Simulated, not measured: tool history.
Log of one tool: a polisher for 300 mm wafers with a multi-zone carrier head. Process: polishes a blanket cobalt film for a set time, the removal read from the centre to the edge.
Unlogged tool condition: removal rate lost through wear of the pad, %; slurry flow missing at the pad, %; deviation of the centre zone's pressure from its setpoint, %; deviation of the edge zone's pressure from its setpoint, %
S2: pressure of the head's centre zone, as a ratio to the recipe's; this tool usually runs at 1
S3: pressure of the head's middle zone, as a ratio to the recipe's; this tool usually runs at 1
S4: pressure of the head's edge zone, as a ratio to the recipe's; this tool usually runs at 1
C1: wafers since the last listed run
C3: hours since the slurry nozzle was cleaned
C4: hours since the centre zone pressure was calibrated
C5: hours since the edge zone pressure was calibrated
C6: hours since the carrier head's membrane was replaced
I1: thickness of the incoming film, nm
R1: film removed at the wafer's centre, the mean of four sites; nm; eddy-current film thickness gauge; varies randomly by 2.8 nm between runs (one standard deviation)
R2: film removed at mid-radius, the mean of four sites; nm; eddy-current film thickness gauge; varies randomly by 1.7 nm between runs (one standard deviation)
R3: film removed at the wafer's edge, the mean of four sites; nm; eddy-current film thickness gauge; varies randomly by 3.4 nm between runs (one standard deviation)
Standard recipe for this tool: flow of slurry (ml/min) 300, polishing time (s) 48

{"run": 1, "hour": 0.0, "flow of slurry (ml/min)": 300, "S2": 1, "S3": 1, "S4": 1, "polishing time (s)": 61, "C1": 0, "wafers polished on this pad": 664, "C3": 484.3, "C4": 30.2, "C5": 1141.9, "C6": 1661.1, "I1": 666.4, "R1": 314.4, "R2": 314.2, "R3": 312.9}
{"run": 2, "hour": 10.5, "flow of slurry (ml/min)": 300, "S2": 1, "S3": 1, "S4": 1, "polishing time (s)": 48, "C1": 120, "wafers polished on this pad": 785, "C3": 494.8, "C4": 40.7, "C5": 1152.4, "C6": 1671.6, "I1": 670.4, "R1": 250.9, "R2": 248.1, "R3": 242.2}
{"run": 3, "hour": 27.2, "flow of slurry (ml/min)": 300, "S2": 1, "S3": 1, "S4": 0.93, "polishing time (s)": 48, "C1": 191, "wafers polished on this pad": 976, "C3": 511.5, "C4": 57.4, "C5": 1169.1, "C6": 1688.3, "I1": 666.9, "R1": 250.4, "R2": 248.3, "R3": 231.7}
{"hour": 44.2, "done": "worn pad replaced by a new one"}
{"run": 4, "hour": 44.7, "flow of slurry (ml/min)": 300, "S2": 1, "S3": 1, "S4": 0.93, "polishing time (s)": 48, "C1": 154, "wafers polished on this pad": 5, "C3": 529, "C4": 74.9, "C5": 1186.6, "C6": 1705.8, "I1": 664, "R1": 246.4, "R2": 249.1, "R3": 231.5}
{"hour": 51.2, "done": "carrier head's membrane replaced by a new one"}
{"run": 5, "hour": 51.7, "flow of slurry (ml/min)": 300, "S2": 1.11, "S3": 1, "S4": 1, "polishing time (s)": 48, "C1": 22, "wafers polished on this pad": 28, "C3": 536, "C4": 81.9, "C5": 1193.6, "C6": 0.5, "I1": 666.2, "R1": 271.7, "R2": 246.6, "R3": 245.5}
{"run": 6, "hour": 66.8, "flow of slurry (ml/min)": 300, "S2": 1, "S3": 1, "S4": 1, "polishing time (s)": 48, "C1": 172, "wafers polished on this pad": 200, "C3": 551.1, "C4": 97, "C5": 1208.7, "C6": 15.6, "I1": 680.8, "R1": 251.1, "R2": 250.8, "R3": 236.4}
{"run": 7, "hour": 73.9, "flow of slurry (ml/min)": 300, "S2": 0.91, "S3": 1.04, "S4": 1.05, "polishing time (s)": 54, "C1": 81, "wafers polished on this pad": 282, "C3": 558.2, "C4": 104.1, "C5": 1215.8, "C6": 22.7, "I1": 661.8, "R1": 259.8, "R2": 288.7, "R3": 282.7}
{"run": 8, "hour": 89.6, "flow of slurry (ml/min)": 300, "S2": 0.9, "S3": 0.91, "S4": 1, "polishing time (s)": 37, "C1": 179, "wafers polished on this pad": 461, "C3": 573.9, "C4": 119.8, "C5": 1231.5, "C6": 38.4, "I1": 668.6, "R1": 178.1, "R2": 176.3, "R3": 186.6}
{"run": 9, "hour": 104.3, "flow of slurry (ml/min)": 260, "S2": 1, "S3": 1, "S4": 1, "polishing time (s)": 48, "C1": 168, "wafers polished on this pad": 630, "C3": 588.6, "C4": 134.5, "C5": 1246.2, "C6": 53.1, "I1": 669.5, "R1": 249.4, "R2": 243.9, "R3": 239.3}
{"run": 10, "hour": 111.7, "flow of slurry (ml/min)": 230, "S2": 1, "S3": 1.11, "S4": 1, "polishing time (s)": 48, "C1": 84, "wafers polished on this pad": 714, "C3": 596, "C4": 141.9, "C5": 1253.6, "C6": 60.5, "I1": 672.3, "R1": 236.1, "R2": 263.9, "R3": 237.1}
{"run": 11, "hour": 122.2, "flow of slurry (ml/min)": 330, "S2": 1.05, "S3": 0.93, "S4": 0.94, "polishing time (s)": 48, "C1": 120, "wafers polished on this pad": 834, "C3": 606.5, "C4": 152.4, "C5": 1264.1, "C6": 71, "I1": 678.2, "R1": 263.1, "R2": 238, "R3": 238.9}
{"hour": 132.8, "done": "edge zone pressure recalibrated"}
{"hour": 133.1, "done": "slurry nozzle cleaned"}
{"run": 12, "hour": 137.4, "flow of slurry (ml/min)": 300, "S2": 1, "S3": 1, "S4": 1.04, "polishing time (s)": 39, "C1": 148, "wafers polished on this pad": 983, "C3": 4.3, "C4": 167.6, "C5": 4.6, "C6": 86.2, "I1": 667.3, "R1": 200.5, "R2": 200.4, "R3": 204.7}
{"hour": 149.1, "done": "worn pad replaced by a new one"}
{"run": 13, "hour": 177.2, "flow of slurry (ml/min)": 385, "S2": 1, "S3": 1, "S4": 1, "polishing time (s)": 48, "C1": 409, "wafers polished on this pad": 321, "C3": 44.1, "C4": 207.4, "C5": 44.4, "C6": 126, "I1": 657.3, "R1": 253.6, "R2": 253.3, "R3": 247}
{"run": 14, "hour": 195.1, "flow of slurry (ml/min)": 300, "S2": 1, "S3": 1.08, "S4": 1.05, "polishing time (s)": 48, "C1": 204, "wafers polished on this pad": 526, "C3": 62, "C4": 225.3, "C5": 62.3, "C6": 143.9, "I1": 670, "R1": 250.1, "R2": 264.1, "R3": 245.1}
{"run": 15, "hour": 207.4, "flow of slurry (ml/min)": 300, "S2": 1, "S3": 1, "S4": 1, "polishing time (s)": 48, "C1": 140, "wafers polished on this pad": 667, "C3": 74.3, "C4": 237.6, "C5": 74.6, "C6": 156.2, "I1": 677.6, "R1": 253.1, "R2": 247.8, "R3": 240.8}
{"run": 16, "hour": 215.4, "flow of slurry (ml/min)": 300, "S2": 1, "S3": 1, "S4": 0.93, "polishing time (s)": 48, "C1": 91, "wafers polished on this pad": 758, "C3": 82.3, "C4": 245.6, "C5": 82.6, "C6": 164.2, "I1": 663.3, "R1": 249.3, "R2": 247.3, "R3": 233.6}
{"run": 17, "hour": 222.3, "flow of slurry (ml/min)": 300, "S2": 1, "S3": 1, "S4": 1, "polishing time (s)": 48, "C1": 78, "wafers polished on this pad": 837, "C3": 89.2, "C4": 252.5, "C5": 89.5, "C6": 171.1, "I1": 664.8, "R1": 248.3, "R2": 244.1, "R3": 245.2}
{"run": 18, "hour": 237.3, "flow of slurry (ml/min)": 300, "S2": 1.09, "S3": 1, "S4": 0.94, "polishing time (s)": 48, "C1": 171, "wafers polished on this pad": 1009, "C3": 104.2, "C4": 267.5, "C5": 104.5, "C6": 186.1, "I1": 665.6, "R1": 265.4, "R2": 244.8, "R3": 243}
{"run": 19, "hour": 244.3, "flow of slurry (ml/min)": 300, "S2": 1, "S3": 1.04, "S4": 1, "polishing time (s)": 59, "C1": 80, "wafers polished on this pad": 1089, "C3": 111.2, "C4": 274.5, "C5": 111.5, "C6": 193.1, "I1": 667.1, "R1": 303, "R2": 319.7, "R3": 298.8}
{"run": 20, "hour": 260.1, "flow of slurry (ml/min)": 300, "S2": 1, "S3": 1.07, "S4": 1.07, "polishing time (s)": 48, "C1": 180, "wafers polished on this pad": 1270, "C3": 127, "C4": 290.3, "C5": 127.3, "C6": 208.9, "I1": 682.5, "R1": 249.5, "R2": 262.3, "R3": 246.2}
{"run": 21, "hour": 270.1, "flow of slurry (ml/min)": 300, "S2": 1, "S3": 1, "S4": 1, "polishing time (s)": 48, "C1": 114, "wafers polished on this pad": 1384, "C3": 137, "C4": 300.3, "C5": 137.3, "C6": 218.9, "I1": 674.4, "R1": 250.5, "R2": 247.1, "R3": 247.9}

Each row is a separate what-if for the run after 21, all from the same tool condition, not one after another. Results?
{"run": "A", "hour": 270.5, "flow of slurry (ml/min)": 245, "S2": 1, "S3": 1, "S4": 1, "polishing time (s)": 48, "C1": 4, "wafers polished on this pad": 1389, "C3": 137.4, "C4": 300.7, "C5": 137.7, "C6": 219.3, "I1": 664.3, "R1": "?", "R2": "?", "R3": "?"}
{"run": "B", "hour": 270.5, "flow of slurry (ml/min)": 300, "S2": 0.95, "S3": 1.03, "S4": 1, "polishing time (s)": 55, "C1": 4, "wafers polished on this pad": 1389, "C3": 137.4, "C4": 300.7, "C5": 137.7, "C6": 219.3, "I1": 664.3, "R1": "?", "R2": "?", "R3": "?"}
{"run": "C", "hour": 270.5, "flow of slurry (ml/min)": 300, "S2": 1, "S3": 0.95, "S4": 1, "polishing time (s)": 48, "C1": 4, "wafers polished on this pad": 1389, "C3": 137.4, "C4": 300.7, "C5": 137.7, "C6": 219.3, "I1": 664.3, "R1": "?", "R2": "?", "R3": "?"}
{"run": "D", "hour": 270.5, "flow of slurry (ml/min)": 300, "S2": 1, "S3": 1, "S4": 1, "polishing time (s)": 32, "C1": 4, "wafers polished on this pad": 1389, "C3": 137.4, "C4": 300.7, "C5": 137.7, "C6": 219.3, "I1": 664.3, "R1": "?", "R2": "?", "R3": "?"}
{"run": "E", "hour": 270.5, "flow of slurry (ml/min)": 300, "S2": 1, "S3": 1.11, "S4": 0.92, "polishing time (s)": 38, "C1": 4, "wafers polished on this pad": 1389, "C3": 137.4, "C4": 300.7, "C5": 137.7, "C6": 219.3, "I1": 664.3, "R1": "?", "R2": "?", "R3": "?"}

run=A R1=236 R2=240.7 R3=233.2
run=B R1=267.4 R2=288.9 R3=271.5
run=C R1=241.6 R2=235.5 R3=237.2
run=D R1=161.1 R2=163.9 R3=158
run=E R1=191.5 R2=212.8 R3=180.1
The same runs, with their run-to-run variation unchanged, on a tool lacking any hidden condition would have given:
run=A R1=236 R2=240.7 R3=233.2
run=B R1=267.4 R2=288.9 R3=271.5
run=C R1=241.6 R2=235.5 R3=237.2
run=D R1=161.1 R2=163.9 R3=158
run=E R1=191.5 R2=212.8 R3=180.1
